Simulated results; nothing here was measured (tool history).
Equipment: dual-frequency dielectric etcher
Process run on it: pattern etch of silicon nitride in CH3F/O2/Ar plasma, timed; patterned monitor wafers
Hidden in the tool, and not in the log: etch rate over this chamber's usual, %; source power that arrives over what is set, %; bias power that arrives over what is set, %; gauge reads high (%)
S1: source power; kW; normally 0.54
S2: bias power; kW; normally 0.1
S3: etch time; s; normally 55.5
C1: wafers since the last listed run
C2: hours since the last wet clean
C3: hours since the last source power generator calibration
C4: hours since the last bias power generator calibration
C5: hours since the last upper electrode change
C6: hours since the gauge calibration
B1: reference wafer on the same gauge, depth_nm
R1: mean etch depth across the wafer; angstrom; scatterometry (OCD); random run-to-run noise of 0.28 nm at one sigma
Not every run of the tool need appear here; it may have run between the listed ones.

{"run": 1, "hour": 0.0, "S1": 0.54, "S2": 0.1, "S3": 55.5, "C1": 0, "C2": 78.7, "C3": 1391.7, "C4": 3375.3, "C5": 3739.1, "C6": 163, "B1": 57.53, "R1": 518.7}
{"run": 2, "hour": 48.8, "S1": 0.46, "S2": 0.1, "S3": 55.5, "C1": 704, "C2": 127.5, "C3": 1440.5, "C4": 3424.1, "C5": 3787.9, "C6": 211.8, "B1": 57.71, "R1": 491.2}
{"run": 3, "hour": 126.2, "S1": 0.46, "S2": 0.1, "S3": 55.5, "C1": 1118, "C2": 204.9, "C3": 1517.9, "C4": 3501.5, "C5": 3865.3, "C6": 289.2, "B1": 57.63, "R1": 487.5}
{"run": 4, "hour": 181.2, "S1": 0.46, "S2": 0.1, "S3": 55.5, "C1": 794, "C2": 259.9, "C3": 1572.9, "C4": 3556.5, "C5": 3920.3, "C6": 344.2, "B1": 57.65, "R1": 490}
{"run": 5, "hour": 286.9, "S1": 0.54, "S2": 0.1, "S3": 55.5, "C1": 1526, "C2": 365.6, "C3": 1678.6, "C4": 3662.2, "C5": 4026, "C6": 449.9, "B1": 57.5, "R1": 518}
{"hour": 326.0, "done": "wet clean of the chamber"}
{"run": 6, "hour": 376.5, "S1": 0.54, "S2": 0.1, "S3": 55.5, "C1": 947, "C2": 50.5, "C3": 1768.2, "C4": 3751.8, "C5": 4115.6, "C6": 539.5, "B1": 57.66, "R1": 516}
{"run": 7, "hour": 466.0, "S1": 0.54, "S2": 0.1, "S3": 55.5, "C1": 1292, "C2": 140, "C3": 1857.7, "C4": 3841.3, "C5": 4205.1, "C6": 629, "B1": 57.63, "R1": 518.8}
{"hour": 499.0, "done": "bias power generator calibrated"}
{"hour": 506.9, "done": "upper electrode replaced"}
{"hour": 528.9, "done": "source power generator calibrated"}
{"run": 8, "hour": 568.4, "S1": 0.54, "S2": 0.1, "S3": 55.5, "C1": 1249, "C2": 242.4, "C3": 39.5, "C4": 69.4, "C5": 61.5, "C6": 731.4, "B1": 57.57, "R1": 517.4}
{"hour": 611.2, "done": "gauge calibrated"}
{"run": 9, "hour": 622.0, "S1": 0.46, "S2": 0.1, "S3": 55.5, "C1": 774, "C2": 296, "C3": 93.1, "C4": 123, "C5": 115.1, "C6": 10.8, "B1": 57.52, "R1": 486.3}
{"run": 10, "hour": 714.3, "S1": 0.54, "S2": 0.11, "S3": 55.5, "C1": 1333, "C2": 388.3, "C3": 185.4, "C4": 215.3, "C5": 207.4, "C6": 103.1, "B1": 57.51, "R1": 546.7}
{"hour": 768.5, "done": "wet clean of the chamber"}
{"run": 11, "hour": 804.5, "S1": 0.54, "S2": 0.1, "S3": 50.5, "C1": 956, "C2": 36, "C3": 275.6, "C4": 305.5, "C5": 297.6, "C6": 193.3, "B1": 57.68, "R1": 470.8}
{"run": 12, "hour": 862.4, "S1": 0.54, "S2": 0.1, "S3": 55.5, "C1": 836, "C2": 93.9, "C3": 333.5, "C4": 363.4, "C5": 355.5, "C6": 251.2, "B1": 57.45, "R1": 515.9}
{"run": 13, "hour": 909.6, "S1": 0.6, "S2": 0.081, "S3": 64.5, "C1": 681, "C2": 141.1, "C3": 380.7, "C4": 410.6, "C5": 402.7, "C6": 298.4, "B1": 57.59, "R1": 549.4}
{"run": 14, "hour": 1073.0, "S1": 0.4, "S2": 0.082, "S3": 55.5, "C1": 2360, "C2": 304.5, "C3": 544.1, "C4": 574, "C5": 566.1, "C6": 461.8, "B1": 57.61, "R1": 410.2}
{"hour": 1152.0, "done": "wet clean of the chamber"}
{"run": 15, "hour": 1157.8, "S1": 0.68, "S2": 0.121, "S3": 55.5, "C1": 878, "C2": 5.8, "C3": 628.9, "C4": 658.8, "C5": 650.9, "C6": 546.6, "B1": 57.5, "R1": 630.5}
{"run": 16, "hour": 1202.0, "S1": 0.45, "S2": 0.1, "S3": 55.5, "C1": 638, "C2": 50, "C3": 673.1, "C4": 703, "C5": 695.1, "C6": 590.8, "B1": 57.57, "R1": 480.1}
{"run": 17, "hour": 1245.0, "S1": 0.44, "S2": 0.09, "S3": 63, "C1": 621, "C2": 93, "C3": 716.1, "C4": 746, "C5": 738.1, "C6": 633.8, "B1": 57.59, "R1": 509.7}

How the hidden state differs across the entries between the runs, from the last listed run before each to the first after it:
Runs 5 to 6: wet clean of the chamber (hour 326)
  no difference in the tool's unlogged condition between these two runs
Runs 7 to 8: bias power generator calibrated (hour 499); upper electrode replaced (hour 506.9); source power generator calibrated (hour 528.9)
  no difference in the tool's unlogged condition between these two runs
Runs 8 to 9: gauge calibrated (hour 611.2)
  no difference in the tool's unlogged condition between these two runs
Runs 10 to 11: wet clean of the chamber (hour 768.5)
  no difference in the tool's unlogged condition between these two runs
Runs 14 to 15: wet clean of the chamber (hour 1152)
  no difference in the tool's unlogged condition between these two runs

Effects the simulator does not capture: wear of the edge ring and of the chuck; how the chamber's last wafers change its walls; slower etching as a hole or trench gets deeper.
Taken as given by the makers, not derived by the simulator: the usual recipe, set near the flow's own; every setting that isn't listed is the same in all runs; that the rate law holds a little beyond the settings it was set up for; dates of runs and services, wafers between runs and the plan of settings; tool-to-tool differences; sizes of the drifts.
